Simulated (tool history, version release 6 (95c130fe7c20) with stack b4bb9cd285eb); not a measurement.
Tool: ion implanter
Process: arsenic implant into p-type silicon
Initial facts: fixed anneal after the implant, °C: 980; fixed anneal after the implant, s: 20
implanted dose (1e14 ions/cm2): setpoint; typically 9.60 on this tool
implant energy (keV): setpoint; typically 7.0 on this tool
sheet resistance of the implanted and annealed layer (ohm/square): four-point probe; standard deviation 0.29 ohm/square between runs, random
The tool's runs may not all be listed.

run,hour,implanted dose (1e14 ions/cm2),implant energy (keV),wafers since the last listed run,hours since the last dose calibration,hours since the extraction supply was calibrated,hours since the gauge calibration,"read-back reference wafer on the same gauge, sheet resistance",sheet resistance of the implanted and annealed layer (ohm/square)
1,0.0,11.70,5.5,0,1513.8,3784.5,78.0,203.24,194.31
2,41.8,7.77,7.0,1684,1555.6,3826.3,119.8,203.41,207.42
3,56.6,7.77,7.0,596,1570.4,3841.1,134.6,203.58,207.23
4,74.5,7.77,7.0,721,1588.3,3859.0,152.5,203.77,206.81
5,80.6,9.60,7.0,245,1594.4,3865.1,158.6,203.68,194.90
6,93.3,9.60,7.0,511,1607.1,3877.8,171.3,203.85,195.08
7,103.2,9.60,7.0,399,1617.0,3887.7,181.2,203.86,195.01
8,116.4,9.60,7.0,532,1630.2,3900.9,194.4,203.84,194.24
9,127.9,9.60,7.0,463,1641.7,3912.4,205.9,203.97,195.20
10,143.6,9.60,7.0,632,1657.4,3928.1,221.6,204.10,194.39
11,153.7,9.60,7.0,407,1667.5,3938.2,231.7,204.02,195.73
12,170.6,9.60,7.0,681,1684.4,3955.1,248.6,204.14,195.26
13,183.4,9.60,7.0,515,1697.2,3967.9,261.4,204.17,195.16
14,193.3,9.60,7.0,399,1707.1,3977.8,271.3,204.16,194.83
15,203.4,9.60,7.0,407,1717.2,3987.9,281.4,204.28,195.54
16,216.6,9.60,7.0,532,1730.4,4001.1,294.6,204.05,194.60
17,225.6,9.60,7.0,362,1739.4,4010.1,303.6,204.14,194.57
# hour 227.8: gauge calibrated
18,242.3,8.27,7.5,673,1756.1,4026.8,14.5,202.41,198.95
19,250.3,7.29,5.5,322,1764.1,4034.8,22.5,202.64,219.14
# hour 262.0: extraction supply calibrated
# hour 267.5: Faraday cup replaced and dose calibrated
20,268.0,9.60,7.0,170,0.5,6.0,40.2,202.92,193.82
21,274.4,9.60,7.0,257,6.9,12.4,46.6,203.03,193.68
22,298.2,8.49,5.0,959,30.7,36.2,70.4,203.34,213.56
23,306.0,9.60,7.0,314,38.5,44.0,78.2,203.43,194.73
24,320.7,7.97,8.5,592,53.2,58.7,92.9,203.66,198.77
25,330.4,9.60,7.0,391,62.9,68.4,102.6,203.68,194.56
26,348.2,11.41,7.5,717,80.7,86.2,120.4,203.80,184.68
27,360.3,8.88,9.5,487,92.8,98.3,132.5,203.89,188.47
28,377.9,11.70,5.5,709,110.4,115.9,150.1,204.06,195.74
29,412.6,8.28,6.0,1398,145.1,150.6,184.8,204.18,209.16
30,420.2,10.49,8.5,306,152.7,158.2,192.4,204.14,183.75
31,429.0,11.73,6.5,354,161.5,167.0,201.2,204.41,189.29
32,438.8,9.60,7.0,395,171.3,176.8,211.0,204.24,195.38
33,445.5,9.60,9.5,270,178.0,183.5,217.7,204.27,184.28
34,455.3,7.15,7.0,395,187.8,193.3,227.5,204.23,214.13
35,465.8,7.47,8.5,423,198.3,203.8,238.0,204.43,204.06
36,500.3,9.60,7.0,1390,232.8,238.3,272.5,204.34,195.44
37,509.9,7.84,5.5,386,242.4,247.9,282.1,204.45,216.09
38,523.1,9.60,7.0,532,255.6,261.1,295.3,204.38,195.32

For each entry between runs, how does the tool's hidden state at the last listed run before it compare with that at the first listed run after it?
Run 17 -> run 18: gauge calibrated (hour 227.8)
  gauge reads high (%): 1.07 -> 0.268
  measured minus no-state result, sheet resistance of the implanted and annealed layer (ohm/square): +2.05 -> +0.53
Run 19 -> run 20: extraction supply calibrated (hour 262.0); Faraday cup replaced and dose calibrated (hour 267.5)
  gauge reads high (%): 0.34 -> 0.483
  measured minus no-state result, sheet resistance of the implanted and annealed layer (ohm/square): +0.74 -> +0.93
